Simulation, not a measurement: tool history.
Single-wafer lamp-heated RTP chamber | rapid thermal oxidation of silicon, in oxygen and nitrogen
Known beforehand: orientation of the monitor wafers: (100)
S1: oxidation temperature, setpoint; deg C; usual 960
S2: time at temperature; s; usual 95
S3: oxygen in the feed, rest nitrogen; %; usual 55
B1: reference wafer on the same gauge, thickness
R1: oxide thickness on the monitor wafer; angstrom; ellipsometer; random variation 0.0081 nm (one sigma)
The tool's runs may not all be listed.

{"run": 1, "day": 0.0, "S1": 960, "S2": 95, "S3": 55, "B1": 3.668, "R1": 39.63}
{"run": 2, "day": 3.954, "S1": 960, "S2": 95, "S3": 55, "B1": 3.674, "R1": 39.76}
{"run": 3, "day": 6.117, "S1": 960, "S2": 95, "S3": 55, "B1": 3.671, "R1": 39.73}
{"day": 7.117, "done": "pyrometer window cleaned and pyrometer calibrated"}
{"run": 4, "day": 8.896, "S1": 960, "S2": 95, "S3": 55, "B1": 3.669, "R1": 39.55}
{"run": 5, "day": 12.912, "S1": 960, "S2": 95, "S3": 55, "B1": 3.667, "R1": 39.56}
{"day": 13.6, "done": "oxygen flow controller replaced"}
{"run": 6, "day": 14.825, "S1": 960, "S2": 95, "S3": 55, "B1": 3.671, "R1": 39.66}
{"run": 7, "day": 17.958, "S1": 960, "S2": 95, "S3": 55, "B1": 3.669, "R1": 39.61}
{"day": 19.979, "done": "pyrometer window cleaned and pyrometer calibrated"}
{"run": 8, "day": 19.992, "S1": 960, "S2": 95, "S3": 55, "B1": 3.671, "R1": 39.33}
{"day": 21.712, "done": "gauge calibrated"}
{"run": 9, "day": 23.429, "S1": 960, "S2": 59, "S3": 67, "B1": 3.669, "R1": 34.65}
{"run": 10, "day": 26.254, "S1": 960, "S2": 95, "S3": 55, "B1": 3.669, "R1": 39.57}
{"run": 11, "day": 29.479, "S1": 983, "S2": 60, "S3": 76, "B1": 3.668, "R1": 42.85}
{"run": 12, "day": 31.192, "S1": 960, "S2": 95, "S3": 55, "B1": 3.671, "R1": 39.68}
{"day": 32.517, "done": "pyrometer window cleaned and pyrometer calibrated"}
{"run": 13, "day": 34.721, "S1": 960, "S2": 95, "S3": 41, "B1": 3.673, "R1": 35.99}
{"run": 14, "day": 37.65, "S1": 970, "S2": 95, "S3": 55, "B1": 3.672, "R1": 42.47}
{"run": 15, "day": 40.821, "S1": 944, "S2": 95, "S3": 34, "B1": 3.674, "R1": 31.26}
{"run": 16, "day": 45.279, "S1": 948, "S2": 119, "S3": 55, "B1": 3.67, "R1": 40.04}

Below, each run's measurement less what the same run would have read without the hidden state. Both values contain the same run-to-run variation, but the gauge's scatter may not be the same in both:
Hidden state present: true wafer temperature minus pyrometer reading, K; deviation of the oxygen flow from its setpoint, %; gauge reads high (%).
run=1 R1=+0.31
run=2 R1=+0.35
run=3 R1=+0.37
run=4 R1=+0.12
run=5 R1=+0.27
run=6 R1=+0.3
run=7 R1=+0.33
run=8 R1=+0
run=9 R1=+0.16
run=10 R1=+0.27
run=11 R1=+0.35
run=12 R1=+0.34
run=13 R1=+0.14
run=14 R1=+0.29
run=15 R1=+0.21
run=16 R1=+0.37

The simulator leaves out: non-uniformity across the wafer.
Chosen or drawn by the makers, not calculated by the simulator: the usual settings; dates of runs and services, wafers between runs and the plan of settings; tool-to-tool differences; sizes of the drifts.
